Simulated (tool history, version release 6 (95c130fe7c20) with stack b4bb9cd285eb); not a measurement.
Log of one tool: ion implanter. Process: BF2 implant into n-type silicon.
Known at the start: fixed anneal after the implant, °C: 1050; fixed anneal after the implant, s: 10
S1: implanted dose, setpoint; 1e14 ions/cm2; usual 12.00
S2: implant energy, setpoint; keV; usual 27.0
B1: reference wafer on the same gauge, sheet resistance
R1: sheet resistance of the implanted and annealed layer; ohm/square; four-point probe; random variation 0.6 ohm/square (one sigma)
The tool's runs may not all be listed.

run,day,S1,S2,B1,R1
1,0.000,10.04,27.0,127.37,154.73
2,2.304,10.04,27.0,126.85,154.09
3,6.112,12.00,25.0,126.97,143.14
4,9.183,12.00,25.0,126.96,143.87
5,12.558,12.00,33.0,127.18,131.01
6,16.467,12.00,33.0,126.96,131.88
7,20.346,10.41,27.0,126.91,151.33
# day 21.875: extraction supply calibrated
8,24.404,10.41,27.0,127.25,149.93
9,28.708,10.41,27.0,127.16,151.80
10,32.129,13.20,20.5,127.21,148.38
11,35.954,12.00,27.0,126.87,140.70
# day 37.133: Faraday cup replaced and dose calibrated
12,39.996,12.00,27.0,126.73,141.38
13,42.183,12.00,27.0,127.23,140.96
# day 45.171: gauge calibrated
14,46.188,12.00,35.5,127.13,129.09
15,48.521,10.60,21.5,126.90,160.98
16,52.300,13.13,24.0,126.81,141.05
17,54.562,14.96,35.5,126.99,116.99
18,58.971,8.69,34.5,127.04,160.29
19,60.700,12.00,19.0,127.10,157.44
20,64.850,10.41,27.0,127.01,151.07
21,67.246,14.73,32.5,127.06,122.15

5 ways to go on from here, each from the tool as it stands after run 21. What would each give?
A,67.262,12.00,27.0,?,?
B,67.262,10.90,24.0,?,?
C,67.262,15.12,24.0,?,?
D,67.262,10.46,20.0,?,?
E,67.262,12.00,24.0,?,?

run,B1,R1
A,127.14,140.86
B,127.14,152.84
C,127.14,136.09
D,127.14,164.76
E,127.14,146.50
Without the tool's hidden state the same runs would have given:
run,R1
A,140.86
B,152.84
C,136.09
D,164.76
E,146.50

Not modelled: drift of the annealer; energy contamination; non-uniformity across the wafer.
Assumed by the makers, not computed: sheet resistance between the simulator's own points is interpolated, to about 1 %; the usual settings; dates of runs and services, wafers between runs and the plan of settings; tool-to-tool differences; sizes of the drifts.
